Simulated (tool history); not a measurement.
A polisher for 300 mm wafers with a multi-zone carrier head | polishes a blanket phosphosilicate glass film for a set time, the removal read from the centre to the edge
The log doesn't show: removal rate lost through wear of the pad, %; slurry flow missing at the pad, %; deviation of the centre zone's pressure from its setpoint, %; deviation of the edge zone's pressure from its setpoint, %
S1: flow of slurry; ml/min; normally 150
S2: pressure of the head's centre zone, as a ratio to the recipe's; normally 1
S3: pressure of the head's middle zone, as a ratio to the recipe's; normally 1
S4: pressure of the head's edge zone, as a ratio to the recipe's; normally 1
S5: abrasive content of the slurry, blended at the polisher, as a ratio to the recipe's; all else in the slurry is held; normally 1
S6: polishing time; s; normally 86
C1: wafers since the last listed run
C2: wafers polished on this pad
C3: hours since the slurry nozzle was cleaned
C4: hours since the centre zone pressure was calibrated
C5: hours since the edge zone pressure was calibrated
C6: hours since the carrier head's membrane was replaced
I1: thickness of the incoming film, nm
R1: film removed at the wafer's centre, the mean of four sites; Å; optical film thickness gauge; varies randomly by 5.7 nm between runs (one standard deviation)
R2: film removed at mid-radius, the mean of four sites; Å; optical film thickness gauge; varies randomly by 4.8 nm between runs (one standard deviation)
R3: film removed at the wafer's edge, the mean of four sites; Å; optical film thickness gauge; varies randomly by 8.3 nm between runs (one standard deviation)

run    hour   S1  S2    S3    S4    S5   S6   C1    C2     C3     C4     C5     C6      I1    R1    R2    R3
  1       0  150   1     1     1     1   86    0  1014  368.5  105.1   45.3  778.4  3507.3  5376  5170  5297
  2      53  150   1     1     1     1   86  365  1379  421.5  158.1   98.3  831.4  3569.5  5241  5123  5012
      115.5  -- worn pad replaced by a new one
  3     155  150   1     1     1     1   86  676   272  523.5  260.1  200.3  933.4  3555.5  5574  5458  5568
      214.5  -- carrier head's membrane replaced by a new one
  4   232.5  150   1     1     1     1   86  500   772    601  337.6  277.8     18  3516.2  5480  5143  5399
      240.3  -- slurry nozzle cleaned
  5   310.3  150   1     1     1     1   86  529  1302     70  415.4  355.6   95.8  3532.4  5315  5055  5115
      336.8  -- edge zone pressure recalibrated
  6   360.3  150   1     1     1     1   86  331  1633    120  465.4   23.5  145.8  3561.1  5171  5069  5085
      406.4  -- worn pad replaced by a new one
  7   458.4  150   1     1     1     1   86  649   358  218.1  563.5  121.6  243.9  3536.1  5562  5392  5309
  8   504.3  150   1     1     1     1   86  316   675    264  609.4  167.5  289.8  3527.6  5440  5276  5462
      546.7  -- centre zone pressure recalibrated
  9   553.5  150   1     1     1     1   86  325  1001  313.2    6.8  216.7    339  3532.5  5372  5178  5347
 10   635.9  150   1     1     1     1   86  568  1569  395.6   89.2  299.1  421.4  3518.1  5244  4946  5107
 11   686.3  150   1     1     1     1   86  347  1917    446  139.6  349.5  471.8  3494.8  4986  4955  5042
      705.5  -- slurry nozzle cleaned
      746.3  -- worn pad replaced by a new one
 12   764.8  150   1     1     1     1   86  507   127   59.3  218.1    428  550.3  3522.3  5615  5489  5722
      801.3  -- edge zone pressure recalibrated
 13     859  150   1  1.05     1     1   86  636   763  153.5  312.3   57.7  644.5  3539.7  5486  5464  5422
 14   899.1  110   1     1     1     1   86  276  1040  193.6  352.4   97.8  684.6  3531.3  5240  5060  5123
 15     964  150   1     1     1   0.7   98  447  1488  258.5  417.3  162.7  749.5  3591.8  5623  5319  5498
 16  1005.6  150   1     1     1   1.2   86  287  1775  300.1  458.9  204.3  791.1  3515.5  5351  5236  5282
     1015.1  -- worn pad replaced by a new one
 17  1091.2  120   1     1     1  1.15   86  563   524  385.7  544.5  289.9  876.7  3531.7  5378  5323  5485
     1111.8  -- centre zone pressure recalibrated
     1119.2  -- carrier head's membrane replaced by a new one
     1168.5  -- slurry nozzle cleaned
 18    1169  185   1     1  0.92  0.75  108  481  1006    0.5   57.2  367.7   49.8  3541.5  6401  6192  6088

Run 19 comes next. What will it give?
     1241.2  -- edge zone pressure recalibrated
     1282.9  -- worn pad replaced by a new one
 19  1423.9  150   1   1   1   1  86  1717  972  255.4  312.1  182.7  304.7  3469.6   ?   ?   ?

R1: 5294 Å
R2: 5246 Å
R3: 5255 Å
With no hidden state in the tool, this same run would have given R1 5669 Å, R2 5618 Å, R3 5627 Å.
